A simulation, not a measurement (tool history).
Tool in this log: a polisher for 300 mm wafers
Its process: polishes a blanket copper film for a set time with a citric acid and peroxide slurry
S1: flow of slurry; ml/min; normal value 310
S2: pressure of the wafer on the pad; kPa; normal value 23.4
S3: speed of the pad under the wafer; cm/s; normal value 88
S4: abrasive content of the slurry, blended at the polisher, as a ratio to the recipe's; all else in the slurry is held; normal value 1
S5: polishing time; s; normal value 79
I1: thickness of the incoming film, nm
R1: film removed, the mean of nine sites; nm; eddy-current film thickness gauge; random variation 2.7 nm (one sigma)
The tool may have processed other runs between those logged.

run	hour	S1	S2	S3	S4	S5	I1	R1
1	0	310	23.4	88	1	79	783.6	169.6
2	24.4	310	23.4	88	1	79	757.9	171
3	55.7	310	26.2	88	1	88	762.9	210.3
4	112.7	310	23.4	88	1	79	764.5	166.7
5	144.6	350	23.4	88	1	79	779.5	178.6
6	198.3	350	23.4	88	1	79	764.5	175.1
7	229.7	285	23.4	88	1	79	777.1	174.3
8	277.5	310	23.4	88	1	79	764.9	177.6
9	335.5	225	23.4	88	1	66	775.7	139.4
10	396.4	405	15.2	88	1.25	51	762.2	81.3
11	602.3	310	26.2	88	1	88	774.8	205.1
12	636.8	310	23.4	88	1.3	79	769	173.9
13	700.1	310	23.4	80	1	103	766.6	189.7
14	759.8	310	23.4	88	1	79	758.3	182
15	829.3	310	23.4	98	1	53	767	134.3
16	947.4	310	23.4	102	0.75	79	783.5	189.8
17	981.3	370	29.6	88	1	103	758.6	289.3

Not shown here: 11 entries made in the log between runs. Locate each between two listed runs and compare the hidden state at the listed run before it with the hidden state at the listed run after it:
Run 3 -> run 4: worn pad replaced by a new one (hour 87.7); slurry blender recalibrated (hour 106.5)
  slurry flow missing at the pad, %: 32.8 -> 37.3
  measured value less the no-hidden-state value, R1: -10.4 -> -10.3 nm
Run 4 -> run 5: slurry nozzle cleaned (hour 132.8)
  slurry flow missing at the pad, %: 37.3 -> 4.61
  measured value less the no-hidden-state value, R1: -10.3 -> -0.7 nm
Run 8 -> run 9: worn pad replaced by a new one (hour 312.7)
  slurry flow missing at the pad, %: 15.2 -> 19.9
  measured value less the no-hidden-state value, R1: -3.2 -> -4.9 nm
Run 10 -> run 11: slurry blender recalibrated (hour 449.5); head pressure recalibrated (hour 461.3); worn pad replaced by a new one (hour 528.1)
  slurry flow missing at the pad, %: 24.8 -> 41.2
  measured value less the no-hidden-state value, R1: -2 -> -15.1 nm
Run 13 -> run 14: slurry nozzle cleaned (hour 701.6); worn pad replaced by a new one (hour 729.9); slurry blender recalibrated (hour 754.9)
  slurry flow missing at the pad, %: 49.1 -> 6.58
  measured value less the no-hidden-state value, R1: -19.8 -> -1.3 nm
Run 15 -> run 16: worn pad replaced by a new one (hour 933.2)
  slurry flow missing at the pad, %: 12.1 -> 21.6
  measured value less the no-hidden-state value, R1: -1.8 -> -5.2 nm
